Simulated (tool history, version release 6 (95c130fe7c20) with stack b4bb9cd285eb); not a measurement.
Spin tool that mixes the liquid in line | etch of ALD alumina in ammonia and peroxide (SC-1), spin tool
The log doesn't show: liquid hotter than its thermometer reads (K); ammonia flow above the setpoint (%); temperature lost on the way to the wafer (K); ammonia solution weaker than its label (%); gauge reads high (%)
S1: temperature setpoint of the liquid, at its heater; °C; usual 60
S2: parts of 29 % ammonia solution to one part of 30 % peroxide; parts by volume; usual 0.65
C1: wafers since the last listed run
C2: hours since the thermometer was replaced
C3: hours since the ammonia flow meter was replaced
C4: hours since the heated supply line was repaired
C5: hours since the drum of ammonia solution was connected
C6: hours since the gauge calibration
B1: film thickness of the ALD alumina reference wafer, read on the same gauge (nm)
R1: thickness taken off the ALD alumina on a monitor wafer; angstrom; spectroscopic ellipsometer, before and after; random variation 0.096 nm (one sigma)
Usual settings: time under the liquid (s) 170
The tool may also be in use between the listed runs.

Run 1, hour 0: usual settings but time under the liquid (s) 115; C1 0; C2 2781; C3 2556.3; C4 32.9; C5 365.1; C6 333.7; B1 29.99. Result: R1 99.7 angstrom.
Run 2, hour 32.8: usual settings; C1 249; C2 2813.8; C3 2589.1; C4 65.7; C5 397.9; C6 366.5; B1 30.01. Result: R1 147 angstrom.
Run 3, hour 60.7: usual settings; C1 212; C2 2841.7; C3 2617; C4 93.6; C5 425.8; C6 394.4; B1 30.03. Result: R1 148.7 angstrom.
Run 4, hour 78.5: usual settings; C1 135; C2 2859.5; C3 2634.8; C4 111.4; C5 443.6; C6 412.2; B1 30.01. Result: R1 148.2 angstrom.
At hour 92.5: ammonia flow meter replaced.
Run 5, hour 113: usual settings; C1 254; C2 2894; C3 20.5; C4 145.9; C5 478.1; C6 446.7; B1 30.01. Result: R1 147.7 angstrom.
Run 6, hour 146.4: usual settings but S1 64 °C, S2 0.4 parts by volume, time under the liquid (s) 210; C1 253; C2 2927.4; C3 53.9; C4 179.3; C5 511.5; C6 480.1; B1 30.01. Result: R1 214.4 angstrom.
Run 7, hour 171.3: usual settings but S1 51.5 °C, S2 0.55 parts by volume, time under the liquid (s) 75; C1 189; C2 2952.3; C3 78.8; C4 204.2; C5 536.4; C6 505; B1 29.95. Result: R1 41.1 angstrom.
Run 8, hour 185.7: usual settings but S1 63 °C, S2 0.45 parts by volume, time under the liquid (s) 135; C1 109; C2 2966.7; C3 93.2; C4 218.6; C5 550.8; C6 519.4; B1 29.99. Result: R1 131.8 angstrom.
Run 9, hour 218.2: usual settings but S2 0.9 parts by volume, time under the liquid (s) 255; C1 247; C2 2999.2; C3 125.7; C4 251.1; C5 583.3; C6 551.9; B1 30.01. Result: R1 228.8 angstrom.
Run 10, hour 245.5: usual settings but S1 65 °C, time under the liquid (s) 120; C1 207; C2 3026.5; C3 153; C4 278.4; C5 610.6; C6 579.2; B1 29.96. Result: R1 133.6 angstrom.
Run 11, hour 262.5: usual settings; C1 129; C2 3043.5; C3 170; C4 295.4; C5 627.6; C6 596.2; B1 30. Result: R1 147.8 angstrom.
Run 12, hour 279.1: usual settings but S1 63 °C, S2 0.8 parts by volume, time under the liquid (s) 250; C1 126; C2 3060.1; C3 186.6; C4 312; C5 644.2; C6 612.8; B1 30.01. Result: R1 259.1 angstrom.
At hour 300.1: thermometer replaced.
Run 13, hour 331: usual settings; C1 386; C2 30.9; C3 238.5; C4 363.9; C5 696.1; C6 664.7; B1 30.03. Result: R1 158.8 angstrom.
At hour 332.4: new drum of ammonia solution connected.
Run 14, hour 348.7: usual settings but S2 0.55 parts by volume; C1 126; C2 48.6; C3 256.2; C4 381.6; C5 16.3; C6 682.4; B1 29.96. Result: R1 157.6 angstrom.
Run 15, hour 363.8: usual settings but S1 63 °C, S2 0.45 parts by volume, time under the liquid (s) 135; C1 114; C2 63.7; C3 271.3; C4 396.7; C5 31.4; C6 697.5; B1 30. Result: R1 142.5 angstrom.
At hour 370.6: gauge calibrated.
Run 16, hour 435.2: usual settings but time under the liquid (s) 125; C1 542; C2 135.1; C3 342.7; C4 468.1; C5 102.8; C6 64.6; B1 30.07. Result: R1 118.3 angstrom.
Run 17, hour 459.3: usual settings but S2 0.5 parts by volume; C1 183; C2 159.2; C3 366.8; C4 492.2; C5 126.9; C6 88.7; B1 30.04. Result: R1 157.6 angstrom.
Run 18, hour 479: usual settings but S1 65 °C, S2 0.85 parts by volume; C1 149; C2 178.9; C3 386.5; C4 511.9; C5 146.6; C6 108.4; B1 30.02. Result: R1 212.6 angstrom.
At hour 482.9: thermometer replaced, repeated, since the last time left the tool worse.
Run 19, hour 498.4: usual settings but S2 0.85 parts by volume; C1 139; C2 15.5; C3 405.9; C4 531.3; C5 166; C6 127.8; B1 29.99. Result: R1 142.3 angstrom.

The next listed run, before its measurement:
Run 20, hour 515.3: usual settings but S1 52 °C, S2 0.85 parts by volume; C1 128; C2 32.4; C3 422.8; C4 548.2; C5 182.9; C6 144.7; B1 ?. Result: R1 ?.

{"run 20": {"B1": 30.02, "R1": 91.9}}
Without the tool's hidden state the same run would have given R1 90.8 angstrom.

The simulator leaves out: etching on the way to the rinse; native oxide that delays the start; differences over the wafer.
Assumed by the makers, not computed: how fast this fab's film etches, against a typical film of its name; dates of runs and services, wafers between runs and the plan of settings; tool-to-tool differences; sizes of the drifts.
